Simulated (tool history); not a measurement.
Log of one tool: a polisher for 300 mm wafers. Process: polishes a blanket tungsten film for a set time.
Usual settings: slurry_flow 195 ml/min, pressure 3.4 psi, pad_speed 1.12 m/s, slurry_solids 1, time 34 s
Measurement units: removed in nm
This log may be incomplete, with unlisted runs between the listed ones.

run,day,slurry_flow,pressure,pad_speed,slurry_solids,time,"incoming thickness of the incoming film, nm",removed
1,0,195,3.4,1.12,1,34,1422.8,164.1
# day 1.438: worn pad replaced by a new one
2,2.179,195,3.4,1.12,1,34,1434.7,162.6
3,3.633,195,3.4,1.12,1,34,1426.5,164.1
4,4.342,195,3.4,1.12,1,34,1436.7,164
5,5.004,195,3.4,1.12,1.2,46,1410.9,228.4
# day 5.125: slurry tank refilled with fresh slurry and peroxide
6,5.696,250,3.4,1.48,1.1,34,1411.9,214.7
7,6.325,195,3.4,1.12,1.25,34,1422.3,171.3
8,7.533,195,3.4,1.12,1,34,1411.6,161
# day 8.112: slurry blender recalibrated
# day 8.525: worn pad replaced by a new one
9,8.558,255,3.4,0.76,1.25,42,1436.3,163.1
10,9.762,195,3.4,1.12,1,34,1412.6,165.5
11,10.292,195,3,1.42,1.25,44,1432.3,237
12,11.175,235,4,1.12,1,28,1424.3,163.5
13,12.321,195,3.4,1.12,1,34,1437.5,162.5
# day 13.029: slurry tank refilled with fresh slurry and peroxide
14,13.275,195,3.4,1.12,1,34,1426.2,162
15,14.45,195,2.5,1.12,1,27,1422.3,93.4
16,15.4,195,3.4,1.12,1,34,1445.9,160.3
# day 16.138: worn pad replaced by a new one
17,16.292,195,3.4,0.8,1.3,34,1421.2,130.6
18,17.004,195,3.4,1.32,1,34,1399.4,179.9
19,17.658,195,3.4,0.76,1,34,1418.7,118.1
20,18.775,170,3.4,1.12,1,34,1454.9,155.3

Run 21 has not been measured yet. What should we expect?
21,19.688,195,3.4,1.12,1,38,1456.8,?

{"run 21": {"removed": 176.8}}
Without the tool's hidden state the same run would have given removed 184.6 nm.
